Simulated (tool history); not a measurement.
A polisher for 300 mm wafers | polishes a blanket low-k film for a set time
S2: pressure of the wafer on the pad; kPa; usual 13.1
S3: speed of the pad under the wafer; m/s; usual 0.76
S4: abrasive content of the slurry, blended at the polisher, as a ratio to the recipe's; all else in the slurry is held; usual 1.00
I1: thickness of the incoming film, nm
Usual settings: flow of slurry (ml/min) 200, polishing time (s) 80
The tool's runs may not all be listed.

{"run": 1, "hour": 0.0, "flow of slurry (ml/min)": 235, "S2": 13.1, "S3": 0.76, "S4": 1.0, "polishing time (s)": 80, "I1": 794.4, "film removed (Å)": 249}
{"hour": 19.7, "done": "worn pad replaced by a new one"}
{"run": 2, "hour": 20.2, "flow of slurry (ml/min)": 165, "S2": 13.1, "S3": 0.76, "S4": 0.85, "polishing time (s)": 80, "I1": 787.2, "film removed (Å)": 230}
{"run": 3, "hour": 28.8, "flow of slurry (ml/min)": 200, "S2": 13.1, "S3": 0.76, "S4": 1.1, "polishing time (s)": 80, "I1": 780.5, "film removed (Å)": 244}
{"run": 4, "hour": 38.7, "flow of slurry (ml/min)": 200, "S2": 13.1, "S3": 0.76, "S4": 1.1, "polishing time (s)": 80, "I1": 795.6, "film removed (Å)": 246}
{"run": 5, "hour": 48.6, "flow of slurry (ml/min)": 200, "S2": 13.1, "S3": 0.76, "S4": 1.1, "polishing time (s)": 80, "I1": 793.6, "film removed (Å)": 248}
{"run": 6, "hour": 60.5, "flow of slurry (ml/min)": 200, "S2": 13.1, "S3": 0.76, "S4": 0.9, "polishing time (s)": 80, "I1": 780.6, "film removed (Å)": 228}
{"run": 7, "hour": 78.5, "flow of slurry (ml/min)": 200, "S2": 13.1, "S3": 0.76, "S4": 0.9, "polishing time (s)": 80, "I1": 779.8, "film removed (Å)": 228}
{"hour": 97.9, "done": "slurry blender recalibrated"}
{"run": 8, "hour": 98.4, "flow of slurry (ml/min)": 200, "S2": 13.1, "S3": 0.76, "S4": 0.9, "polishing time (s)": 80, "I1": 788.6, "film removed (Å)": 233}
{"run": 9, "hour": 103.4, "flow of slurry (ml/min)": 200, "S2": 13.1, "S3": 0.76, "S4": 1.0, "polishing time (s)": 59, "I1": 805.4, "film removed (Å)": 170}
{"run": 10, "hour": 113.6, "flow of slurry (ml/min)": 200, "S2": 13.1, "S3": 0.76, "S4": 1.0, "polishing time (s)": 80, "I1": 798.6, "film removed (Å)": 230}
{"run": 11, "hour": 121.6, "flow of slurry (ml/min)": 200, "S2": 13.1, "S3": 0.76, "S4": 1.0, "polishing time (s)": 80, "I1": 779.7, "film removed (Å)": 233}
{"run": 12, "hour": 127.7, "flow of slurry (ml/min)": 200, "S2": 11.7, "S3": 0.76, "S4": 1.0, "polishing time (s)": 65, "I1": 793.6, "film removed (Å)": 171}
{"hour": 133.9, "done": "head pressure recalibrated"}
{"run": 13, "hour": 139.6, "flow of slurry (ml/min)": 160, "S2": 13.1, "S3": 0.76, "S4": 1.0, "polishing time (s)": 80, "I1": 794.8, "film removed (Å)": 222}
{"hour": 143.3, "done": "conditioning disc replaced and pad reconditioned"}
{"run": 14, "hour": 156.2, "flow of slurry (ml/min)": 240, "S2": 13.1, "S3": 0.96, "S4": 0.75, "polishing time (s)": 80, "I1": 788.2, "film removed (Å)": 284}
{"hour": 161.1, "done": "worn pad replaced by a new one"}
{"run": 15, "hour": 173.1, "flow of slurry (ml/min)": 200, "S2": 13.1, "S3": 0.58, "S4": 1.0, "polishing time (s)": 97, "I1": 799.4, "film removed (Å)": 266}
{"run": 16, "hour": 185.6, "flow of slurry (ml/min)": 200, "S2": 13.1, "S3": 0.76, "S4": 1.0, "polishing time (s)": 80, "I1": 787.7, "film removed (Å)": 249}
{"hour": 190.8, "done": "slurry nozzle cleaned"}
{"run": 17, "hour": 201.6, "flow of slurry (ml/min)": 200, "S2": 13.1, "S3": 0.76, "S4": 1.0, "polishing time (s)": 80, "I1": 781.9, "film removed (Å)": 250}
{"run": 18, "hour": 214.3, "flow of slurry (ml/min)": 235, "S2": 13.1, "S3": 0.76, "S4": 1.3, "polishing time (s)": 80, "I1": 782.8, "film removed (Å)": 270}
{"run": 19, "hour": 222.0, "flow of slurry (ml/min)": 200, "S2": 13.1, "S3": 0.76, "S4": 1.2, "polishing time (s)": 80, "I1": 802.0, "film removed (Å)": 255}
{"run": 20, "hour": 231.7, "flow of slurry (ml/min)": 200, "S2": 13.1, "S3": 0.76, "S4": 1.0, "polishing time (s)": 57, "I1": 794.4, "film removed (Å)": 173}
{"run": 21, "hour": 247.4, "flow of slurry (ml/min)": 270, "S2": 17.2, "S3": 0.92, "S4": 0.85, "polishing time (s)": 80, "I1": 789.9, "film removed (Å)": 346}
{"run": 22, "hour": 276.6, "flow of slurry (ml/min)": 200, "S2": 13.1, "S3": 0.76, "S4": 1.0, "polishing time (s)": 80, "I1": 780.7, "film removed (Å)": 243}
{"run": 23, "hour": 289.8, "flow of slurry (ml/min)": 200, "S2": 13.1, "S3": 0.76, "S4": 1.0, "polishing time (s)": 80, "I1": 791.1, "film removed (Å)": 238}
{"hour": 303.1, "done": "worn pad replaced by a new one"}
{"run": 24, "hour": 303.6, "flow of slurry (ml/min)": 165, "S2": 13.1, "S3": 0.76, "S4": 1.0, "polishing time (s)": 80, "I1": 793.5, "film removed (Å)": 231}
{"run": 25, "hour": 312.4, "flow of slurry (ml/min)": 200, "S2": 13.1, "S3": 0.62, "S4": 1.0, "polishing time (s)": 94, "I1": 786.8, "film removed (Å)": 248}
{"hour": 325.3, "done": "slurry blender recalibrated"}
{"run": 26, "hour": 327.0, "flow of slurry (ml/min)": 230, "S2": 9.7, "S3": 0.76, "S4": 0.75, "polishing time (s)": 93, "I1": 784.7, "film removed (Å)": 206}

The same runs without the tool's hidden state, with the same run-to-run variation:
The hidden state here: removal rate lost through wear of the pad, %; slurry flow missing at the pad, %; deviation of the head's pressure from its setpoint, %; abrasive missing from the slurry, %; time polished since the conditioner stopped cutting, s.
run=1 film_removed_(Å)=265
run=2 film_removed_(Å)=248
run=3 film_removed_(Å)=265
run=4 film_removed_(Å)=268
run=5 film_removed_(Å)=272
run=6 film_removed_(Å)=251
run=7 film_removed_(Å)=254
run=8 film_removed_(Å)=262
run=9 film_removed_(Å)=192
run=10 film_removed_(Å)=261
run=11 film_removed_(Å)=266
run=12 film_removed_(Å)=194
run=13 film_removed_(Å)=255
run=14 film_removed_(Å)=291
run=15 film_removed_(Å)=274
run=16 film_removed_(Å)=259
run=17 film_removed_(Å)=263
run=18 film_removed_(Å)=285
run=19 film_removed_(Å)=272
run=20 film_removed_(Å)=185
run=21 film_removed_(Å)=384
run=22 film_removed_(Å)=266
run=23 film_removed_(Å)=263
run=24 film_removed_(Å)=257
run=25 film_removed_(Å)=274
run=26 film_removed_(Å)=227
